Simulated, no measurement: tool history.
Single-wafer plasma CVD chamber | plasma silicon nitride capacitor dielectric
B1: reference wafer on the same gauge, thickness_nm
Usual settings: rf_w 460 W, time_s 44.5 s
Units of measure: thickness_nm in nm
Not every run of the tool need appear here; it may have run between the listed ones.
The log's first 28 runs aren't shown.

{"run": 29, "hour": 713.1, "rf_w": 460, "time_s": 44.5, "B1": 66.057, "thickness_nm": 63.158}
{"hour": 744.3, "done": "showerhead replaced"}
{"run": 30, "hour": 748.7, "rf_w": 460, "time_s": 48.2, "B1": 65.957, "thickness_nm": 68.764}
{"run": 31, "hour": 767.2, "rf_w": 390, "time_s": 39.3, "B1": 66.006, "thickness_nm": 52.044}
{"run": 32, "hour": 802.4, "rf_w": 460, "time_s": 48.5, "B1": 66.019, "thickness_nm": 69.294}
{"run": 33, "hour": 815.6, "rf_w": 545, "time_s": 35.7, "B1": 66.032, "thickness_nm": 54.796}
{"run": 34, "hour": 830.3, "rf_w": 405, "time_s": 51.8, "B1": 65.899, "thickness_nm": 69.164}
{"run": 35, "hour": 854.4, "rf_w": 420, "time_s": 42.0, "B1": 66.021, "thickness_nm": 57.403}
{"run": 36, "hour": 879.3, "rf_w": 460, "time_s": 44.5, "B1": 66.002, "thickness_nm": 63.417}
{"run": 37, "hour": 894.0, "rf_w": 370, "time_s": 44.5, "B1": 65.922, "thickness_nm": 56.788}
{"run": 38, "hour": 927.6, "rf_w": 460, "time_s": 44.5, "B1": 65.964, "thickness_nm": 63.263}
{"run": 39, "hour": 941.4, "rf_w": 370, "time_s": 50.1, "B1": 66.011, "thickness_nm": 63.963}
{"run": 40, "hour": 954.1, "rf_w": 460, "time_s": 50.7, "B1": 66.013, "thickness_nm": 72.311}
{"run": 41, "hour": 980.5, "rf_w": 460, "time_s": 40.5, "B1": 65.965, "thickness_nm": 57.351}
{"run": 42, "hour": 1002.4, "rf_w": 545, "time_s": 40.5, "B1": 65.968, "thickness_nm": 61.815}
{"run": 43, "hour": 1016.1, "rf_w": 405, "time_s": 44.5, "B1": 66.048, "thickness_nm": 59.263}

Here are 5 independent what-if runs from the current tool condition. What would each one return?
{"run": "A", "hour": 1016.5, "rf_w": 460, "time_s": 44.5, "B1": "?", "thickness_nm": "?"}
{"run": "B", "hour": 1016.5, "rf_w": 375, "time_s": 39.2, "B1": "?", "thickness_nm": "?"}
{"run": "C", "hour": 1016.5, "rf_w": 545, "time_s": 48.5, "B1": "?", "thickness_nm": "?"}
{"run": "D", "hour": 1016.5, "rf_w": 375, "time_s": 38.8, "B1": "?", "thickness_nm": "?"}
{"run": "E", "hour": 1016.5, "rf_w": 535, "time_s": 41.4, "B1": "?", "thickness_nm": "?"}

run=A B1=66.042 thickness_nm=63.158
run=B B1=66.042 thickness_nm=50.328
run=C B1=66.042 thickness_nm=74.198
run=D B1=66.042 thickness_nm=49.814
run=E B1=66.042 thickness_nm=62.837
With no hidden state in the tool, these same runs would have given:
run=A thickness_nm=65.260
run=B thickness_nm=52.003
run=C thickness_nm=76.668
run=D thickness_nm=51.472
run=E thickness_nm=64.928
